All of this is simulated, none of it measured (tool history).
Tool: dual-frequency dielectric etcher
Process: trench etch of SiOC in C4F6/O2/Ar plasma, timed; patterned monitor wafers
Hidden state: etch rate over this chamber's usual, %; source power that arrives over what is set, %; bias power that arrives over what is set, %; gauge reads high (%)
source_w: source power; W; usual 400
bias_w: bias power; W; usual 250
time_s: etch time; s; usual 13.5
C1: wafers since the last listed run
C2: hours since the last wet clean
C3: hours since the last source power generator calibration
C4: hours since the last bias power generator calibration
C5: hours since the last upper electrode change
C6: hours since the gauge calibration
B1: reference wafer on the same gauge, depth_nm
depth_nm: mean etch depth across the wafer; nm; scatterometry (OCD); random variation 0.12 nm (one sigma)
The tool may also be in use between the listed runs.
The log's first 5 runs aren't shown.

run 6 day=9.062 | source_w=400 bias_w=250 time_s=13.5 | C1=1016 C2=128.7 C3=1165.1 C4=3028.8 C5=3116.5 C6=1675.2 | B1=26.5 | depth_nm=30.58
run 7 day=10.946 | source_w=400 bias_w=250 time_s=13.5 | C1=738 C2=173.9 C3=1210.3 C4=3074 C5=3161.7 C6=1720.4 | B1=26.5 | depth_nm=30.72
-- day=11.983 bias power generator calibrated
run 8 day=17.338 | source_w=400 bias_w=250 time_s=13.5 | C1=2441 C2=327.3 C3=1363.7 C4=128.5 C5=3315.1 C6=1873.8 | B1=26.5 | depth_nm=30.23
run 9 day=18.858 | source_w=400 bias_w=206 time_s=11.5 | C1=596 C2=363.8 C3=1400.2 C4=165 C5=3351.6 C6=1910.3 | B1=26.52 | depth_nm=24.08
run 10 day=20.171 | source_w=400 bias_w=206 time_s=11.5 | C1=514 C2=395.3 C3=1431.7 C4=196.5 C5=3383.1 C6=1941.8 | B1=26.5 | depth_nm=24.1
run 11 day=21.371 | source_w=350 bias_w=286 time_s=17 | C1=470 C2=424.1 C3=1460.5 C4=225.3 C5=3411.9 C6=1970.6 | B1=26.49 | depth_nm=37.47
run 12 day=23.008 | source_w=400 bias_w=250 time_s=13.5 | C1=642 C2=463.4 C3=1499.8 C4=264.6 C5=3451.2 C6=2009.9 | B1=26.5 | depth_nm=29.68
-- day=24.825 gauge calibrated
-- day=25.392 upper electrode replaced
run 13 day=25.412 | source_w=400 bias_w=215 time_s=13.5 | C1=550 C2=521.1 C3=1557.5 C4=322.3 C5=0.5 C6=14.1 | B1=26.51 | depth_nm=28.16
run 14 day=27.192 | source_w=400 bias_w=250 time_s=13.5 | C1=697 C2=563.8 C3=1600.2 C4=365 C5=43.2 C6=56.8 | B1=26.5 | depth_nm=29.48
-- day=29.117 wet clean of the chamber
run 15 day=29.558 | source_w=400 bias_w=212 time_s=11 | C1=536 C2=10.6 C3=1657 C4=421.8 C5=100 C6=113.6 | B1=26.5 | depth_nm=24.02
-- day=31.483 source power generator calibrated
run 16 day=32.304 | source_w=400 bias_w=250 time_s=13.5 | C1=1011 C2=76.5 C3=19.7 C4=487.7 C5=165.9 C6=179.5 | B1=26.51 | depth_nm=31.67
run 17 day=33.846 | source_w=360 bias_w=303 time_s=11 | C1=604 C2=113.5 C3=56.7 C4=524.7 C5=202.9 C6=216.5 | B1=26.49 | depth_nm=26.15
run 18 day=36.546 | source_w=400 bias_w=222 time_s=15.5 | C1=1059 C2=178.3 C3=121.5 C4=589.5 C5=267.7 C6=281.3 | B1=26.49 | depth_nm=34.53
run 19 day=38.2 | source_w=400 bias_w=250 time_s=13.5 | C1=648 C2=218 C3=161.2 C4=629.2 C5=307.4 C6=321 | B1=26.51 | depth_nm=31.18
run 20 day=39.788 | source_w=350 bias_w=286 time_s=17 | C1=622 C2=256.1 C3=199.3 C4=667.3 C5=345.5 C6=359.1 | B1=26.51 | depth_nm=38.71
run 21 day=40.925 | source_w=400 bias_w=250 time_s=13.5 | C1=446 C2=283.4 C3=226.6 C4=694.6 C5=372.8 C6=386.4 | B1=26.5 | depth_nm=30.86
run 22 day=43.75 | source_w=360 bias_w=219 time_s=11.5 | C1=1108 C2=351.2 C3=294.4 C4=762.4 C5=440.6 C6=454.2 | B1=26.51 | depth_nm=24.02
run 23 day=44.892 | source_w=400 bias_w=250 time_s=13.5 | C1=447 C2=378.6 C3=321.8 C4=789.8 C5=468 C6=481.6 | B1=26.49 | depth_nm=30.63
run 24 day=46.075 | source_w=490 bias_w=277 time_s=12 | C1=464 C2=407 C3=350.2 C4=818.2 C5=496.4 C6=510 | B1=26.5 | depth_nm=30.18
run 25 day=48.946 | source_w=400 bias_w=250 time_s=13.5 | C1=1126 C2=475.9 C3=419.1 C4=887.1 C5=565.3 C6=578.9 | B1=26.5 | depth_nm=30.49
run 26 day=50.329 | source_w=330 bias_w=250 time_s=10.5 | C1=542 C2=509.1 C3=452.3 C4=920.3 C5=598.5 C6=612.1 | B1=26.52 | depth_nm=21.94

The next listed run, before its measurement:
run 27 day=53.304 | source_w=490 bias_w=227 time_s=10 | C1=1166 C2=580.5 C3=523.7 C4=991.7 C5=669.9 C6=683.5 | B1=? | depth_nm=?

Run 27 gave B1 26.5, depth_nm 23.49 nm.
Without the tool's hidden state the same run would have given depth_nm 24.63 nm.

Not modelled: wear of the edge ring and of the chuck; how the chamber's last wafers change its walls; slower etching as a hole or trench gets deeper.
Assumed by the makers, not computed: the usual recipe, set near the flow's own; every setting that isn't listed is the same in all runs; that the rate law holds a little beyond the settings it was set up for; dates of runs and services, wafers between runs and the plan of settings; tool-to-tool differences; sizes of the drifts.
